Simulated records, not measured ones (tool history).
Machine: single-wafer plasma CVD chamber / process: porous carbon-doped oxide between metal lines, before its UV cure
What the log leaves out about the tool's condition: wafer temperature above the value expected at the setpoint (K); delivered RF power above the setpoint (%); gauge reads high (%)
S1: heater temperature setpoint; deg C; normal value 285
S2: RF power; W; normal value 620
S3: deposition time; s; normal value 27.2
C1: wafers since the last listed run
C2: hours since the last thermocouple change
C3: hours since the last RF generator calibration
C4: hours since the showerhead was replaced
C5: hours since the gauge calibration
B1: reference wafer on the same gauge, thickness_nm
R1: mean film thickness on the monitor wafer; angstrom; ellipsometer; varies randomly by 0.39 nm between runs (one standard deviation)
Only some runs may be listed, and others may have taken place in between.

Run 1, hour 0: usual settings; C1 0; C2 906.2; C3 979.3; C4 2737.4; C5 115.3; B1 212.995. Result: R1 1827.04 angstrom.
Run 2, hour 15.8: usual settings; C1 647; C2 922; C3 995.1; C4 2753.2; C5 131.1; B1 213.007. Result: R1 1827.61 angstrom.
Run 3, hour 25.9: usual settings; C1 413; C2 932.1; C3 1005.2; C4 2763.3; C5 141.2; B1 213.004. Result: R1 1818.61 angstrom.
Run 4, hour 42.2: usual settings; C1 667; C2 948.4; C3 1021.5; C4 2779.6; C5 157.5; B1 212.98. Result: R1 1814.87 angstrom.
At hour 44.9: gauge calibrated.
Run 5, hour 52.2: usual settings; C1 409; C2 958.4; C3 1031.5; C4 2789.6; C5 7.3; B1 213.044. Result: R1 1818.03 angstrom.
Run 6, hour 66.9: usual settings but S1 291 deg C; C1 602; C2 973.1; C3 1046.2; C4 2804.3; C5 22; B1 213.083. Result: R1 1756.66 angstrom.
Run 7, hour 76.3: usual settings but S1 291 deg C; C1 385; C2 982.5; C3 1055.6; C4 2813.7; C5 31.4; B1 213.01. Result: R1 1753.72 angstrom.
Run 8, hour 92: usual settings but S1 291 deg C; C1 643; C2 998.2; C3 1071.3; C4 2829.4; C5 47.1; B1 213.043. Result: R1 1752.38 angstrom.
Run 9, hour 107.1: usual settings; C1 618; C2 1013.3; C3 1086.4; C4 2844.5; C5 62.2; B1 212.955. Result: R1 1803.93 angstrom.
At hour 116.6: showerhead replaced.
Run 10, hour 122.6: usual settings; C1 307; C2 1028.8; C3 1101.9; C4 6; C5 77.7; B1 213.015. Result: R1 1796.81 angstrom.
At hour 155.6: thermocouple changed; heater temperature recalibrated.
Run 11, hour 157.3: usual settings; C1 1094; C2 1.7; C3 1136.6; C4 40.7; C5 112.4; B1 212.977. Result: R1 1833.36 angstrom.
Run 12, hour 168: usual settings but S1 293 deg C, S2 690 W; C1 438; C2 12.4; C3 1147.3; C4 51.4; C5 123.1; B1 212.956. Result: R1 1882.33 angstrom.
Run 13, hour 178.7: usual settings but S1 300 deg C, S2 530 W, S3 23.5 s; C1 438; C2 23.1; C3 1158; C4 62.1; C5 133.8; B1 213.029. Result: R1 1315.92 angstrom.
Run 14, hour 217.2: usual settings but S1 299 deg C; C1 1577; C2 61.6; C3 1196.5; C4 100.6; C5 172.3; B1 213.011. Result: R1 1694.25 angstrom.
Run 15, hour 226.4: usual settings but S2 730 W, S3 25.1 s; C1 377; C2 70.8; C3 1205.7; C4 109.8; C5 181.5; B1 212.984. Result: R1 1876.25 angstrom.
At hour 234.9: gauge calibrated.
Run 16, hour 237.4: usual settings but S1 271 deg C, S2 555 W, S3 29.9 s; C1 450; C2 81.8; C3 1216.7; C4 120.8; C5 2.5; B1 212.975. Result: R1 1990.07 angstrom.
Run 17, hour 246.4: usual settings but S1 296 deg C; C1 368; C2 90.8; C3 1225.7; C4 129.8; C5 11.5; B1 213.046. Result: R1 1714.5 angstrom.
Run 18, hour 256.4: usual settings; C1 409; C2 100.8; C3 1235.7; C4 139.8; C5 21.5; B1 213.078. Result: R1 1811.82 angstrom.
At hour 271.5: RF generator calibrated.
Run 19, hour 272: usual settings; C1 311; C2 116.4; C3 0.5; C4 155.4; C5 37.1; B1 213.015. Result: R1 1919.63 angstrom.
Run 20, hour 284.5: usual settings but S1 280 deg C, S2 705 W, S3 22.1 s; C1 512; C2 128.9; C3 13; C4 167.9; C5 49.6; B1 212.949. Result: R1 1756.91 angstrom.
Run 21, hour 328.4: usual settings; C1 1798; C2 172.8; C3 56.9; C4 211.8; C5 93.5; B1 213.068. Result: R1 1915.53 angstrom.
Run 22, hour 342.7: usual settings but S1 271 deg C, S2 740 W, S3 32.4 s; C1 585; C2 187.1; C3 71.2; C4 226.1; C5 107.8; B1 213.02. Result: R1 2773.51 angstrom.

What if the next run were any one of these 5? Each begins from the tool's condition after run 22:
Run A, hour 343.1: usual settings but S2 590 W; C1 16; C2 187.5; C3 71.6; C4 226.5; C5 108.2; B1 ?. Result: R1 ?.
Run B, hour 343.1: usual settings but S1 279 deg C, S2 525 W; C1 16; C2 187.5; C3 71.6; C4 226.5; C5 108.2; B1 ?. Result: R1 ?.
Run C, hour 343.1: usual settings but S2 555 W, S3 30.1 s; C1 16; C2 187.5; C3 71.6; C4 226.5; C5 108.2; B1 ?. Result: R1 ?.
Run D, hour 343.1: usual settings but S3 25.7 s; C1 16; C2 187.5; C3 71.6; C4 226.5; C5 108.2; B1 ?. Result: R1 ?.
Run E, hour 343.1: usual settings but S1 274 deg C; C1 16; C2 187.5; C3 71.6; C4 226.5; C5 108.2; B1 ?. Result: R1 ?.

run       B1       R1
  A  213.087  1856.06
  B  213.087  1770.03
  C  213.087  1963.64
  D  213.087  1816.97
  E  213.087  2040.76
Stripped of hidden state, with their random variation kept, the same runs would have yielded:
run       R1
  A  1896.07
  B  1809.01
  C  2006.57
  D  1856.13
  E  2085.11
